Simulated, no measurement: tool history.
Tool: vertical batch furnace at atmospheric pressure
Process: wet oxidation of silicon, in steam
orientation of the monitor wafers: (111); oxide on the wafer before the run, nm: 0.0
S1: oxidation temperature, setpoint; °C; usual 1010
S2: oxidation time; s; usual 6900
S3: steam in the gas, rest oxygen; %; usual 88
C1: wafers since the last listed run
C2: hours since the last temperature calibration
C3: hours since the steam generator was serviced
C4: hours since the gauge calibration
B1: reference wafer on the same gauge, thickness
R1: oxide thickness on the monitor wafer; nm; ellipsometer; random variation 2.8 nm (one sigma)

run    hour    S1     S2  S3    C1      C2      C3      C4      B1      R1
  1       0  1010   6900  88     0  1984.8  2485.6   875.4  692.46  729.31
  2    48.5  1010   6900  88   567  2033.3  2534.1   923.9  691.47  728.17
  3    77.6  1010   6900  88   340  2062.4  2563.2     953  692.18   728.8
  4   112.3  1010   6900  88   405  2097.1  2597.9   987.7  692.05  725.32
  5   168.1  1010   6900  88   652  2152.9  2653.7  1043.5  692.66  732.93
  6   226.6  1010   6900  88   684  2211.4  2712.2    1102     692  725.19
  7   264.8  1010   6900  88   446  2249.6  2750.4  1140.2  692.26  727.69
  8   324.3  1010   6900  88   696  2309.1  2809.9  1199.7  692.36  728.61
  9   365.8  1028   6900  88   485  2350.6  2851.4  1241.2  692.14  789.73
 10   568.6  1028   6900  88  2372  2553.4  3054.2    1444   692.3  794.27
 11   602.6  1003   6900  88   397  2587.4  3088.2    1478   691.7  702.54
 12   658.7  1003   6900  88   656  2643.5  3144.3  1534.1  691.09  708.22
      696.4  -- thermocouples replaced and temperature profile calibrated
 13   868.8  1010   5850  88  2177   172.4  3354.4  1744.2  692.55  667.11
      898.5  -- steam generator serviced
 14    1043  1010   5850  88  1757   346.6   144.5  1918.4  691.52  661.58
 15  1101.1  1010   6900  88   679   404.7   202.6  1976.5  691.84  723.85
 16  1147.5  1010   6900  88   542   451.1     249  2022.9  691.09  724.89
 17    1199   985   6900  95   602   502.6   300.5  2074.4  691.77  671.47
 18    1344  1010   6900  88  1696   647.6   445.5  2219.4  691.85  728.47
 19  1402.6   988   9600  84   685   706.2   504.1    2278  691.77     773
 20  1466.1  1033   6030  79   742   769.7   567.6  2341.5  691.49  703.03
 21  1527.1  1001  10290  77   713   830.7   628.6  2402.5  692.45  814.28
 22  1571.4  1010   6900  88   518     875   672.9  2446.8  692.51   728.5
 23  1641.6  1030   8040  88   821   945.2   743.1    2517  692.23  865.94
 24  1682.8  1010   6900  88   481   986.4   784.3  2558.2  691.99  724.68
 25  1708.7  1010   6900  88   302  1012.3   810.2  2584.1  691.96  727.73
     1713.6  -- gauge calibrated
 26    1765  1010   6900  97   658  1068.6   866.5    51.4  692.09   765.4
 27  1840.6  1000   5160  96   884  1144.2   942.1     127  691.76  617.28
 28  1880.2  1001  10020  88   463  1183.8   981.7   166.6  691.85  863.74
 29  1915.7  1010   7950  92   415  1219.3  1017.2   202.1  691.79  807.88
 30  1945.5   993   4080  81   348  1249.1    1047   231.9  691.15  460.08
 31  1993.2  1000   6900  88   557  1296.8  1094.7   279.6   692.5  694.25
 32  2044.9  1030   8040  88   604  1348.5  1146.4   331.3   691.1  867.45
 33  2105.1  1022   6900  83   704  1408.7  1206.6   391.5  692.38  745.36
 34  2146.3  1010   6900  88   481  1449.9  1247.8   432.7   692.2  728.76
 35  2188.4  1010   6900  88   492    1492  1289.9   474.8  691.82  727.62
 36  2241.9  1010   5640  88   625  1545.5  1343.4   528.3   691.3  650.06
 37  2325.4  1010   6900  79   976    1629  1426.9   611.8  691.53  688.34

Hidden state at the last listed run before each entry between runs and at the first one after, where it differs:
Between runs 12 and 13: thermocouples replaced and temperature profile calibrated (hour 696.4)
  no hidden state differs between the two runs
Between runs 13 and 14: steam generator serviced (hour 898.5)
  no hidden state differs between the two runs
Between runs 25 and 26: gauge calibrated (hour 1713.6)
  no hidden state differs between the two runs
